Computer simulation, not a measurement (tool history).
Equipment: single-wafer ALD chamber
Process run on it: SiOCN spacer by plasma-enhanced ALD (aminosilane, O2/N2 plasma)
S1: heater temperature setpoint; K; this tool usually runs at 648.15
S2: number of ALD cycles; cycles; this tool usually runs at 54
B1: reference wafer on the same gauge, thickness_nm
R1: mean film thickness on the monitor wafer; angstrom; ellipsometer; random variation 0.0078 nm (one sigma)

run	hour	S1	S2	B1	R1
1	0	657.15	54	2.889	31.15
2	8.5	657.15	54	2.888	31.26
3	18.4	657.15	54	2.887	31.26
4	32.1	648.15	54	2.891	31.35
5	40.1	648.15	54	2.892	31.27
6	50.7	648.15	54	2.893	31.16
7	62.3	652.15	50	2.894	28.9
8	69.4	652.15	50	2.891	29.15
9	80	648.15	54	2.894	31.32
10	91.1	648.15	54	2.9	31.32
11	98.2	648.15	54	2.9	31.28
12	115.9	656.15	49	2.901	28.52
13	130.1	656.15	49	2.906	28.44
14	147.4	656.15	49	2.908	28.5
# hour 165.6: thermocouple changed; heater temperature recalibrated
15	166.1	640.15	48	2.91	28.05
# hour 176.4: gauge calibrated
16	180.3	661.15	58	2.877	33.5
17	192.1	662.15	49	2.878	28.26
18	201	634.15	61	2.877	35.17
19	217	640.15	58	2.875	33.38
20	226.1	635.15	48	2.881	27.7
21	236.6	648.15	54	2.88	31.22

Expected results for the next run?
22	252.9	648.15	54	?	?

For run 22 the tool returned B1 2.881, R1 31.03 angstrom.
With no hidden state in the tool, this same run would have given R1 31.03 angstrom.
